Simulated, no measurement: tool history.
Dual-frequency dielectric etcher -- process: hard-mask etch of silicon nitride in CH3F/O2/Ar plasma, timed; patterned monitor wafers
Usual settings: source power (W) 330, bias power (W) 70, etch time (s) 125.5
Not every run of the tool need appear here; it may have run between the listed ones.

| run | hour | source power (W) | bias power (W) | etch time (s) | read-back reference wafer on the same gauge, depth_nm | mean etch depth across the wafer (Å) |
|---|---|---|---|---|---|---|
| 1 | 0 | 330 | 70 | 125.5 | 70.8 | 850 |
| 2 | 157.5 | 330 | 70 | 125.5 | 70.8 | 862 |
| 3 | 340.2 | 330 | 70 | 125.5 | 70.9 | 864 |
|  | 375.1 | wet clean of the chamber |
| 4 | 399.2 | 330 | 82 | 125.5 | 70.8 | 885 |
| 5 | 445 | 330 | 57 | 125.5 | 70.7 | 784 |
| 6 | 483.1 | 330 | 70 | 125.5 | 70.8 | 843 |
| 7 | 577.7 | 310 | 83 | 151 | 70.7 | 1049 |
| 8 | 617.5 | 330 | 70 | 93.5 | 70.8 | 629 |
| 9 | 657.3 | 330 | 70 | 115 | 70.8 | 775 |
| 10 | 713 | 330 | 80 | 125.5 | 70.9 | 887 |
| 11 | 813.2 | 270 | 65 | 125.5 | 70.8 | 768 |
| 12 | 906.7 | 330 | 70 | 125.5 | 70.7 | 850 |
| 13 | 994.5 | 330 | 83 | 152.5 | 70.8 | 1099 |
| 14 | 1086.6 | 330 | 55 | 115 | 70.8 | 728 |
|  | 1127.8 | wet clean of the chamber |
| 15 | 1160.2 | 330 | 70 | 125.5 | 70.8 | 841 |
|  | 1208.6 | upper electrode replaced |
| 16 | 1213 | 330 | 70 | 125.5 | 70.8 | 849 |
| 17 | 1306.9 | 330 | 64 | 125.5 | 70.7 | 820 |
| 18 | 1410 | 330 | 70 | 125.5 | 70.8 | 847 |
|  | 1471.8 | bias power generator calibrated |
| 19 | 1498.2 | 330 | 70 | 125.5 | 70.8 | 854 |
| 20 | 1560.1 | 330 | 77 | 108.5 | 70.8 | 761 |
| 21 | 1601.3 | 390 | 70 | 125.5 | 70.8 | 910 |
| 22 | 1679.3 | 330 | 70 | 141 | 70.9 | 963 |
|  | 1692.8 | source power generator calibrated |
| 23 | 1780.1 | 330 | 81 | 125.5 | 70.8 | 901 |
|  | 1829.9 | wet clean of the chamber |
| 24 | 1841.7 | 400 | 70 | 125.5 | 70.9 | 899 |
|  | 1859.2 | gauge calibrated |
| 25 | 1905.4 | 330 | 57 | 125.5 | 70.8 | 786 |
| 26 | 1964 | 290 | 64 | 125.5 | 70.7 | 778 |
| 27 | 2060.2 | 330 | 54 | 125.5 | 70.7 | 778 |
| 28 | 2142.1 | 330 | 70 | 125.5 | 70.8 | 850 |
| 29 | 2419.9 | 370 | 77 | 96 | 70.8 | 702 |

How would selected steps in mean etch depth across the wafer (Å) from run to run divide? Give the signed amount a tool lacking its hidden state would still show from settings, what came in and random variation, and the signed amount left for the hidden state, including any gauge scatter that is not in both of the compared results.
Hidden state at play: etch rate over this chamber's usual, %; source power that arrives over what is set, %; bias power that arrives over what is set, %; gauge reads high (%).
Run 3 -> 4: bias power (W) 70 -> 82, wet clean of the chamber. mean etch depth across the wafer (Å) +21: hidden state -23, all else +44.
Run 7 -> 8: source power (W) 310 -> 330, bias power (W) 83 -> 70, etch time (s) 151 -> 93.5. mean etch depth across the wafer (Å) -420: hidden state -1, all else -419.
Run 13 -> 14: bias power (W) 83 -> 55, etch time (s) 152.5 -> 115. mean etch depth across the wafer (Å) -371: hidden state -4, all else -367.
Run 23 -> 24: source power (W) 330 -> 400, bias power (W) 81 -> 70, wet clean of the chamber. mean etch depth across the wafer (Å) -2: hidden state -21, all else +19.
